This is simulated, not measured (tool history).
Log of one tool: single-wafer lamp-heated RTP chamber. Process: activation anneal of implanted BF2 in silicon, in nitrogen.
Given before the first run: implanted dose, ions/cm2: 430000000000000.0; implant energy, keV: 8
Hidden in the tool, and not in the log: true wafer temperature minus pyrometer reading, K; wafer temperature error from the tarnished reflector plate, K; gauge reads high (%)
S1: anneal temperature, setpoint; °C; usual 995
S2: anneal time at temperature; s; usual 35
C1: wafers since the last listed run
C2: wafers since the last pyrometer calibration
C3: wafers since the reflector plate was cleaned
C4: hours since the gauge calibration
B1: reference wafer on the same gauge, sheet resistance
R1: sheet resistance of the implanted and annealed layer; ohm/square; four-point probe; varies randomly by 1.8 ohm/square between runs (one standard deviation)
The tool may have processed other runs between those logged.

| run | day | S1 | S2 | C1 | C2 | C3 | C4 | B1 | R1 |
|---|---|---|---|---|---|---|---|---|---|
| 1 | 0.000 | 995 | 35 | 0 | 10219 | 7673 | 1957.3 | 303.20 | 361.66 |
| 2 | 3.467 | 995 | 35 | 1807 | 12026 | 9481 | 2040.5 | 302.93 | 358.41 |
| 3 | 7.442 | 995 | 35 | 2072 | 14098 | 11553 | 2135.9 | 302.76 | 357.71 |
| 4 | 9.358 | 995 | 35 | 999 | 15097 | 12552 | 2181.9 | 302.90 | 355.93 |
|  | 9.921 | pyrometer window cleaned and pyrometer calibrated |
| 5 | 12.150 | 995 | 35 | 1281 | 1162 | 13833 | 2248.9 | 302.85 | 368.76 |
|  | 14.467 | reflector plate cleaned |
| 6 | 16.175 | 995 | 35 | 1924 | 3086 | 891 | 2345.5 | 302.46 | 366.91 |
| 7 | 19.954 | 995 | 35 | 1970 | 5056 | 2861 | 2436.2 | 302.84 | 368.73 |
| 8 | 22.679 | 995 | 35 | 1420 | 6477 | 4282 | 2501.6 | 302.81 | 364.42 |
| 9 | 27.117 | 995 | 35 | 2313 | 8790 | 6595 | 2608.1 | 302.86 | 360.66 |
| 10 | 29.375 | 995 | 35 | 1177 | 9967 | 7772 | 2662.3 | 303.10 | 360.80 |
| 11 | 33.408 | 995 | 35 | 2102 | 12070 | 9874 | 2759.1 | 303.36 | 359.12 |
|  | 35.325 | gauge calibrated |
|  | 36.683 | pyrometer window cleaned and pyrometer calibrated |
| 12 | 37.317 | 1007 | 21 | 1863 | 330 | 11738 | 47.8 | 302.53 | 370.56 |
|  | 38.275 | reflector plate cleaned |
| 13 | 40.471 | 995 | 44 | 1470 | 1800 | 1143 | 123.5 | 302.59 | 360.98 |
| 14 | 43.742 | 967 | 49 | 1705 | 3505 | 2849 | 202.0 | 303.01 | 397.42 |
| 15 | 47.925 | 995 | 35 | 2180 | 5686 | 5029 | 302.4 | 303.34 | 359.67 |
| 16 | 51.388 | 967 | 19 | 1804 | 7491 | 6834 | 385.5 | 303.61 | 437.03 |
| 17 | 55.596 | 985 | 19 | 2193 | 9684 | 9028 | 486.5 | 303.03 | 394.16 |
| 18 | 58.379 | 995 | 30 | 1450 | 11135 | 10479 | 553.3 | 303.08 | 366.55 |
|  | 59.571 | pyrometer window cleaned and pyrometer calibrated |
| 19 | 60.317 | 1011 | 19 | 836 | 388 | 11315 | 599.8 | 303.15 | 369.44 |
|  | 62.888 | reflector plate cleaned |
| 20 | 64.333 | 995 | 19 | 1920 | 2308 | 752 | 696.2 | 302.62 | 386.67 |
| 21 | 66.071 | 973 | 17 | 905 | 3214 | 1658 | 737.9 | 303.36 | 444.22 |
| 22 | 69.433 | 1009 | 22 | 1752 | 4967 | 3411 | 818.6 | 302.65 | 362.29 |
| 23 | 73.171 | 995 | 24 | 1948 | 6915 | 5359 | 908.3 | 302.71 | 373.83 |
| 24 | 75.100 | 995 | 48 | 1005 | 7920 | 6365 | 954.6 | 303.16 | 353.25 |
| 25 | 79.138 | 982 | 35 | 2104 | 10025 | 8469 | 1051.5 | 303.50 | 376.50 |
| 26 | 81.042 | 967 | 19 | 992 | 11018 | 9462 | 1097.2 | 302.37 | 433.41 |
|  | 83.325 | pyrometer window cleaned and pyrometer calibrated |
| 27 | 85.175 | 995 | 28 | 1980 | 963 | 11443 | 1196.4 | 302.90 | 376.19 |
|  | 86.388 | reflector plate cleaned |
| 28 | 89.196 | 1006 | 26 | 1922 | 2885 | 1464 | 1292.9 | 302.16 | 364.64 |
| 29 | 92.771 | 986 | 53 | 1863 | 4749 | 3327 | 1378.7 | 303.36 | 362.23 |
| 30 | 96.350 | 981 | 19 | 1865 | 6614 | 5193 | 1464.6 | 302.41 | 403.75 |
| 31 | 98.171 | 969 | 29 | 949 | 7564 | 6142 | 1508.3 | 302.68 | 410.85 |
| 32 | 100.842 | 995 | 35 | 1392 | 8956 | 7534 | 1572.4 | 302.58 | 362.94 |
| 33 | 102.358 | 995 | 35 | 790 | 9746 | 8325 | 1608.8 | 302.47 | 360.02 |
| 34 | 105.125 | 983 | 29 | 1442 | 11189 | 9767 | 1675.2 | 302.61 | 380.37 |
|  | 106.383 | pyrometer window cleaned and pyrometer calibrated |
| 35 | 107.567 | 995 | 29 | 1099 | 616 | 10866 | 1733.8 | 302.96 | 371.24 |

A few steps of R1 between consecutive runs. Split each: what settings, incoming material and random variation would produce without the hidden state, and what is left over for the hidden state, along with gauge scatter present in only one of the two compared results (measured, and without hidden state):
Run 15 -> 16: S1 995 -> 967, S2 35 -> 19. R1 +77.36 ohm/square: hidden state -14.55, all else +91.91.
Run 20 -> 21: S1 995 -> 973, S2 19 -> 17. R1 +57.55 ohm/square: hidden state -5.41, all else +62.96.
Run 21 -> 22: S1 973 -> 1009, S2 17 -> 22. R1 -81.93 ohm/square: hidden state +4.64, all else -86.57.
Run 25 -> 26: S1 982 -> 967, S2 35 -> 19. R1 +56.91 ohm/square: hidden state -14.16, all else +71.07.
Run 26 -> 27: S1 967 -> 995, S2 19 -> 28, pyrometer window cleaned and pyrometer calibrated. R1 -57.22 ohm/square: hidden state +24.00, all else -81.22.

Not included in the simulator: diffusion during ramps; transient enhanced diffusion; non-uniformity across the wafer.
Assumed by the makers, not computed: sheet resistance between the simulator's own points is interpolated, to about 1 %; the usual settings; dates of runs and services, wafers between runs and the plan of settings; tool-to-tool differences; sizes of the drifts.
